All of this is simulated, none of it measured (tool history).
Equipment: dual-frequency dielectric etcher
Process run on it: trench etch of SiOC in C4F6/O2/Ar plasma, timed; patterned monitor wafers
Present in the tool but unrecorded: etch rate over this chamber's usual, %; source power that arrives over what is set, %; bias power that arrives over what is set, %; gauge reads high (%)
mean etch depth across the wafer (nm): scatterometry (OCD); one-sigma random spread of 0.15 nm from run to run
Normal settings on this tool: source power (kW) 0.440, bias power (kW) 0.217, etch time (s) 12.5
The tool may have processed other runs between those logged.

run	hour	source power (kW)	bias power (kW)	etch time (s)	wafers since the last listed run	hours since the last wet clean	hours since the last source power generator calibration	hours since the last bias power generator calibration	hours since the last upper electrode change	hours since the gauge calibration	read-back reference wafer on the same gauge, depth_nm	mean etch depth across the wafer (nm)
1	0.0	0.440	0.217	12.5	0	300.0	726.9	1454.0	2616.1	854.1	26.29	27.19
2	228.5	0.440	0.217	12.5	3177	528.5	955.4	1682.5	2844.6	1082.6	26.31	26.99
# hour 273.7: wet clean of the chamber
3	304.9	0.440	0.217	12.5	728	31.2	1031.8	1758.9	2921.0	1159.0	26.21	27.13
4	375.2	0.440	0.217	12.5	977	101.5	1102.1	1829.2	2991.3	1229.3	26.25	27.13
5	425.4	0.440	0.217	12.5	698	151.7	1152.3	1879.4	3041.5	1279.5	26.31	26.96
6	478.0	0.440	0.217	12.5	731	204.3	1204.9	1932.0	3094.1	1332.1	26.25	27.48
7	541.8	0.440	0.253	12.5	887	268.1	1268.7	1995.8	3157.9	1395.9	26.27	28.39
8	579.7	0.440	0.253	12.5	527	306.0	1306.6	2033.7	3195.8	1433.8	26.29	28.24
9	647.6	0.440	0.253	12.5	944	373.9	1374.5	2101.6	3263.7	1501.7	26.30	28.07
10	741.0	0.440	0.217	12.5	1298	467.3	1467.9	2195.0	3357.1	1595.1	26.33	26.99
# hour 839.7: wet clean of the chamber
# hour 989.0: upper electrode replaced
# hour 1044.8: gauge calibrated
11	1046.7	0.440	0.217	12.5	3583	207.0	1773.6	2500.7	57.7	1.9	26.36	26.91
12	1142.0	0.440	0.217	12.5	1325	302.3	1868.9	2596.0	153.0	97.2	26.29	26.80
13	1237.4	0.440	0.217	12.5	1326	397.7	1964.3	2691.4	248.4	192.6	26.26	27.29
14	1277.8	0.350	0.191	10.5	561	438.1	2004.7	2731.8	288.8	233.0	26.26	19.53
# hour 1306.5: wet clean of the chamber
15	1333.8	0.440	0.253	12.5	445	27.3	2060.7	2787.8	344.8	289.0	26.29	28.44
# hour 1448.4: source power generator calibrated
16	1620.8	0.500	0.217	10.5	3935	314.3	172.4	3074.8	631.8	576.0	26.31	24.38
17	1661.2	0.400	0.217	12.5	561	354.7	212.8	3115.2	672.2	616.4	26.32	25.94
# hour 1755.9: bias power generator calibrated
18	1811.5	0.440	0.217	12.5	2034	505.0	363.1	55.6	822.5	766.7	26.28	26.99
19	1861.3	0.360	0.234	14.5	692	554.8	412.9	105.4	872.3	816.5	26.28	28.82
# hour 1899.3: wet clean of the chamber
20	1914.8	0.350	0.182	11.0	410	15.5	466.4	158.9	925.8	870.0	26.34	20.16
21	1956.3	0.380	0.267	12.5	577	57.0	507.9	200.4	967.3	911.5	26.27	26.72
22	2040.9	0.440	0.217	12.5	1176	141.6	592.5	285.0	1051.9	996.1	26.27	27.20
23	2078.6	0.440	0.217	11.5	524	179.3	630.2	322.7	1089.6	1033.8	26.31	24.60
24	2128.7	0.340	0.217	14.5	696	229.4	680.3	372.8	1139.7	1083.9	26.31	27.35
25	2182.6	0.470	0.251	13.5	749	283.3	734.2	426.7	1193.6	1137.8	26.35	31.56
26	2244.5	0.500	0.201	12.5	860	345.2	796.1	488.6	1255.5	1199.7	26.30	28.13
27	2328.6	0.490	0.217	12.5	1169	429.3	880.2	572.7	1339.6	1283.8	26.32	28.77

What differs in the tool's unlogged condition from the final listed run ahead of each entry between runs to the first listed run following it?
Logged between run 2 and run 3: wet clean of the chamber (hour 273.7)
  the hidden state is the same at both runs
Logged between run 10 and run 11: wet clean of the chamber (hour 839.7); upper electrode replaced (hour 989.0); gauge calibrated (hour 1044.8)
  the hidden state is the same at both runs
Logged between run 14 and run 15: wet clean of the chamber (hour 1306.5)
  the hidden state is the same at both runs
Logged between run 15 and run 16: source power generator calibrated (hour 1448.4)
  the hidden state is the same at both runs
Logged between run 17 and run 18: bias power generator calibrated (hour 1755.9)
  the hidden state is the same at both runs
Logged between run 19 and run 20: wet clean of the chamber (hour 1899.3)
  the hidden state is the same at both runs
